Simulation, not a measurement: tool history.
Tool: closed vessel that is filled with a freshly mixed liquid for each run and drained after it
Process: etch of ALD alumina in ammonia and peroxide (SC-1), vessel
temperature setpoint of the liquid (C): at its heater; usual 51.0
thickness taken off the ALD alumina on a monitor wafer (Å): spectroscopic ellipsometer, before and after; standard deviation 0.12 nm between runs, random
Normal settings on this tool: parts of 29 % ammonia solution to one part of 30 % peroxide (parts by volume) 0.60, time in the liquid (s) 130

run	hour	temperature setpoint of the liquid (C)	parts of 29 % ammonia solution to one part of 30 % peroxide (parts by volume)	time in the liquid (s)	read-back film thickness of the ALD alumina reference wafer, read on the same gauge (nm)	thickness taken off the ALD alumina on a monitor wafer (Å)
1	0.0	51.0	0.60	170	100.01	153.7
2	26.2	51.0	0.60	130	100.00	117.5
3	89.3	51.0	0.60	130	100.01	115.8
# hour 105.2: thermometer replaced
4	118.9	51.0	0.60	130	100.02	112.1
5	178.1	51.0	0.60	130	99.99	108.2
6	226.6	51.0	0.60	130	100.02	106.5
7	259.8	51.0	0.65	130	100.00	109.3
# hour 309.0: thermometer replaced, repeated, since the last time left the tool worse
8	330.1	51.0	0.65	130	100.01	127.0
9	389.1	51.0	0.45	130	99.99	119.5
10	441.6	51.0	0.45	130	99.99	119.6
11	496.0	47.5	0.60	130	100.01	100.6
12	622.6	42.0	0.85	130	99.99	73.8
13	662.9	41.5	0.40	165	99.99	84.6
14	723.7	51.0	0.40	130	99.98	113.4
15	759.9	51.0	0.60	130	100.00	117.0
16	786.0	51.0	0.60	130	100.00	119.1
# hour 799.8: ammonia flow meter replaced
17	821.3	51.0	0.60	175	100.01	157.7
18	854.4	51.0	0.35	90	100.02	76.9
19	895.0	51.0	0.60	175	100.03	157.7
# hour 906.5: gauge calibrated
# hour 920.4: new drum of ammonia solution connected
20	954.6	51.0	0.60	130	100.00	115.8
21	991.4	42.0	0.40	130	100.00	65.0
# hour 1034.7: thermometer replaced
22	1059.1	53.5	0.60	130	99.99	144.2
23	1103.2	51.0	0.30	130	100.00	116.5
24	1132.7	47.0	0.40	130	99.98	96.4
25	1175.1	51.0	0.30	195	99.96	173.8
26	1214.7	51.0	0.60	130	99.99	125.2
27	1250.3	41.5	0.85	130	100.00	72.5
28	1295.0	51.0	0.60	130	99.99	121.1
29	1365.1	57.5	0.85	175	100.00	236.7

Below, each run's measurement less what the same run would have read without the hidden state. Both values contain the same run-to-run variation, but the gauge's scatter may not be the same in both:
Hidden state at play: liquid colder than its thermometer reads (K); ammonia flow below the setpoint (%); ammonia solution weaker than its label (%); gauge reads high (%).
run	thickness taken off the ALD alumina on a monitor wafer (Å)
1	-11.7
2	-9.5
3	-10.4
4	-17.5
5	-17.9
6	-18.6
7	-19.6
8	-1.9
9	-2.7
10	-3.6
11	-4.0
12	-4.5
13	-5.7
14	-8.1
15	-9.1
16	-9.7
17	-13.6
18	-7.1
19	-15.4
20	-12.4
21	-7.9
22	-1.2
23	-1.8
24	-1.9
25	-4.4
26	-3.9
27	-2.8
28	-5.2
29	-12.0
